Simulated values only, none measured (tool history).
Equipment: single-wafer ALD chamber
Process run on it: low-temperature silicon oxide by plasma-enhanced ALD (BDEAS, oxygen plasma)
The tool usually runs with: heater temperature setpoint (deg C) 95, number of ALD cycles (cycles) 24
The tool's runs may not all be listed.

run,hour,heater temperature setpoint (deg C),number of ALD cycles (cycles),wafers since the last listed run,hours since the last thermocouple change,hours since the gauge calibration,"read-back reference wafer on the same gauge, thickness_nm",mean film thickness on the monitor wafer (angstrom)
1,0.0,95,24,0,150.9,623.1,3.371,34.72
2,62.9,95,24,366,213.8,686.0,3.369,34.83
3,98.9,95,24,209,249.8,722.0,3.370,34.87
4,131.0,95,24,187,281.9,754.1,3.374,34.90
5,175.7,89,24,260,326.6,798.8,3.370,35.65
6,205.7,89,24,174,356.6,828.8,3.367,35.77
7,257.1,103,24,299,408.0,880.2,3.373,33.93
8,325.3,95,24,397,476.2,948.4,3.373,34.76
9,503.3,95,24,1037,654.2,1126.4,3.373,34.82
10,556.6,104,24,310,707.5,1179.7,3.367,33.87
11,707.2,104,24,878,858.1,1330.3,3.372,33.89
12,751.9,104,24,260,902.8,1375.0,3.369,33.80
13,780.9,95,21,169,931.8,1404.0,3.370,30.34
14,823.9,95,24,250,974.8,1447.0,3.372,34.35
15,866.0,95,24,245,1016.9,1489.1,3.368,34.64
16,919.4,88,24,311,1070.3,1542.5,3.367,35.65
17,968.7,105,21,287,1119.6,1591.8,3.370,29.59
18,1028.6,90,20,349,1179.5,1651.7,3.370,29.21
# hour 1034.7: gauge calibrated
19,1188.4,95,24,931,1339.3,153.7,3.371,34.35
20,1254.4,110,28,384,1405.3,219.7,3.372,38.71
21,1318.9,105,24,376,1469.8,284.2,3.371,33.61
# hour 1351.3: thermocouple changed; heater temperature recalibrated
22,1376.5,102,29,289,25.2,341.8,3.369,41.24
23,1495.6,86,19,694,144.3,460.9,3.368,28.59
24,1544.1,106,19,282,192.8,509.4,3.372,26.71
25,1590.7,88,29,271,239.4,556.0,3.366,43.40
26,1628.6,95,22,221,277.3,593.9,3.372,31.90
27,1670.6,95,24,244,319.3,635.9,3.370,34.87
28,1729.5,95,27,343,378.2,694.8,3.373,39.23
29,1785.8,103,21,328,434.5,751.1,3.371,29.67
30,1839.5,81,27,313,488.2,804.8,3.371,41.36
31,1895.2,95,24,324,543.9,860.5,3.373,34.63

What if the next run were any one of these 4? Each begins from the tool's condition after run 31:
A,1895.6,95,28,2,544.3,860.9,?,?
B,1895.6,105,27,2,544.3,860.9,?,?
C,1895.6,81,28,2,544.3,860.9,?,?
D,1895.6,85,23,2,544.3,860.9,?,?

run,"read-back reference wafer on the same gauge, thickness_nm",mean film thickness on the monitor wafer (angstrom)
A,3.370,40.76
B,3.370,38.23
C,3.370,43.08
D,3.370,34.84
The same runs, with their run-to-run variation unchanged, on a tool lacking any hidden condition would have given:
run,mean film thickness on the monitor wafer (angstrom)
A,40.90
B,38.29
C,43.22
D,34.96
